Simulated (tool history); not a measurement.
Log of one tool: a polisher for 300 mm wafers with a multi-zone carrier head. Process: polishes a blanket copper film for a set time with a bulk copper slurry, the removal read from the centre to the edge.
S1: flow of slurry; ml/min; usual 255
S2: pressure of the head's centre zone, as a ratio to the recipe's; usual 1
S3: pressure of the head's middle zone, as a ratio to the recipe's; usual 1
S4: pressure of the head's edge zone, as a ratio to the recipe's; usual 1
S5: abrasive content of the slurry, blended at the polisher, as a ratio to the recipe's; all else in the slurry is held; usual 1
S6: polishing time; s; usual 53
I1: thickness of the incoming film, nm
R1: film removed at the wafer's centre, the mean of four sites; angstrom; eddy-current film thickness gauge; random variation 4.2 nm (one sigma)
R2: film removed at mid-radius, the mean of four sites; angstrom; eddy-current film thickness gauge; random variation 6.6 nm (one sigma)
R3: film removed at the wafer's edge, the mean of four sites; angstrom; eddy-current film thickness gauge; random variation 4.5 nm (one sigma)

| run | day | S1 | S2 | S3 | S4 | S5 | S6 | I1 | R1 | R2 | R3 |
|---|---|---|---|---|---|---|---|---|---|---|---|
| 1 | 0 | 255 | 1 | 1 | 1.1 | 0.9 | 53 | 3094.6 | 5601 | 5292 | 5466 |
|  | 0.408 | carrier head's membrane replaced by a new one |
|  | 0.75 | worn pad replaced by a new one |
| 2 | 0.771 | 255 | 1 | 1 | 1 | 1 | 53 | 3152.3 | 6030 | 5749 | 5604 |
| 3 | 1.671 | 255 | 1 | 1.11 | 1.12 | 1 | 53 | 3141.3 | 6043 | 6245 | 5971 |
| 4 | 2.217 | 190 | 1 | 0.97 | 1 | 1 | 65 | 3139.8 | 7034 | 6784 | 6670 |
| 5 | 3.304 | 255 | 1 | 1 | 1 | 1 | 53 | 3153.5 | 6026 | 5706 | 5564 |
| 6 | 3.871 | 255 | 1 | 1 | 1.04 | 1 | 59 | 3181.6 | 6797 | 6356 | 6310 |
| 7 | 4.975 | 345 | 1 | 1.11 | 1 | 1 | 53 | 3089.1 | 6257 | 6220 | 5631 |
|  | 5.8 | slurry nozzle cleaned |
| 8 | 6.321 | 225 | 1 | 0.91 | 1.04 | 0.8 | 53 | 3195.5 | 5657 | 5102 | 5393 |
| 9 | 6.825 | 255 | 1 | 1 | 1 | 1 | 53 | 3083.3 | 5939 | 5584 | 5558 |
| 10 | 7.467 | 180 | 1 | 1 | 0.89 | 0.85 | 53 | 3135 | 5464 | 5157 | 4850 |
| 11 | 8.1 | 255 | 1 | 1 | 1 | 1 | 53 | 3129.1 | 5891 | 5608 | 5520 |
| 12 | 8.7 | 300 | 1 | 1 | 1 | 1.15 | 53 | 3120.5 | 6094 | 5876 | 5601 |
| 13 | 9.979 | 300 | 1 | 1 | 1 | 1 | 53 | 3136.6 | 5868 | 5695 | 5425 |
| 14 | 10.712 | 255 | 1 | 1 | 1 | 1 | 42 | 3125.4 | 4544 | 4384 | 4187 |
|  | 11.217 | worn pad replaced by a new one |
| 15 | 11.233 | 255 | 1 | 1 | 1 | 1.1 | 66 | 3140.7 | 7638 | 7385 | 6976 |
| 16 | 12.471 | 255 | 1 | 1 | 1.11 | 1 | 53 | 3147.5 | 6037 | 5708 | 5911 |
| 17 | 13.579 | 255 | 1.12 | 1 | 1 | 0.75 | 65 | 3140.8 | 7870 | 6705 | 6523 |
| 18 | 14.104 | 255 | 1 | 1 | 1.06 | 1 | 63 | 3171 | 7073 | 6727 | 6778 |
| 19 | 15.271 | 170 | 1 | 0.94 | 1 | 1.15 | 58 | 3209.8 | 6247 | 5739 | 5946 |
| 20 | 16.421 | 255 | 1 | 1 | 1 | 1 | 53 | 3140.7 | 5982 | 5607 | 5453 |
| 21 | 17.533 | 255 | 1 | 1 | 0.91 | 1 | 53 | 3154.5 | 5857 | 5600 | 5181 |

5 ways to go on from here, each from the tool as it stands after run 21. What would each give?
| A | 17.55 | 255 | 1.07 | 1 | 1 | 1 | 53 | 3121.7 | ? | ? | ? |
| B | 17.55 | 295 | 1 | 1 | 0.95 | 1 | 68 | 3121.7 | ? | ? | ? |
| C | 17.55 | 320 | 1 | 0.95 | 0.95 | 1 | 53 | 3121.7 | ? | ? | ? |
| D | 17.55 | 255 | 1 | 1 | 1.04 | 1.25 | 53 | 3121.7 | ? | ? | ? |
| E | 17.55 | 255 | 1 | 1.05 | 1 | 1 | 53 | 3121.7 | ? | ? | ? |

| run | R1 | R2 | R3 |
|---|---|---|---|
| A | 6368 | 5730 | 5499 |
| B | 7776 | 7480 | 6975 |
| C | 6115 | 5706 | 5473 |
| D | 6178 | 5953 | 5822 |
| E | 5950 | 5901 | 5497 |
Without the tool's hidden state the same runs would have given:
| run | R1 | R2 | R3 |
|---|---|---|---|
| A | 6532 | 5877 | 5641 |
| B | 7976 | 7673 | 7154 |
| C | 6272 | 5852 | 5614 |
| D | 6337 | 6106 | 5972 |
| E | 6103 | 6053 | 5638 |

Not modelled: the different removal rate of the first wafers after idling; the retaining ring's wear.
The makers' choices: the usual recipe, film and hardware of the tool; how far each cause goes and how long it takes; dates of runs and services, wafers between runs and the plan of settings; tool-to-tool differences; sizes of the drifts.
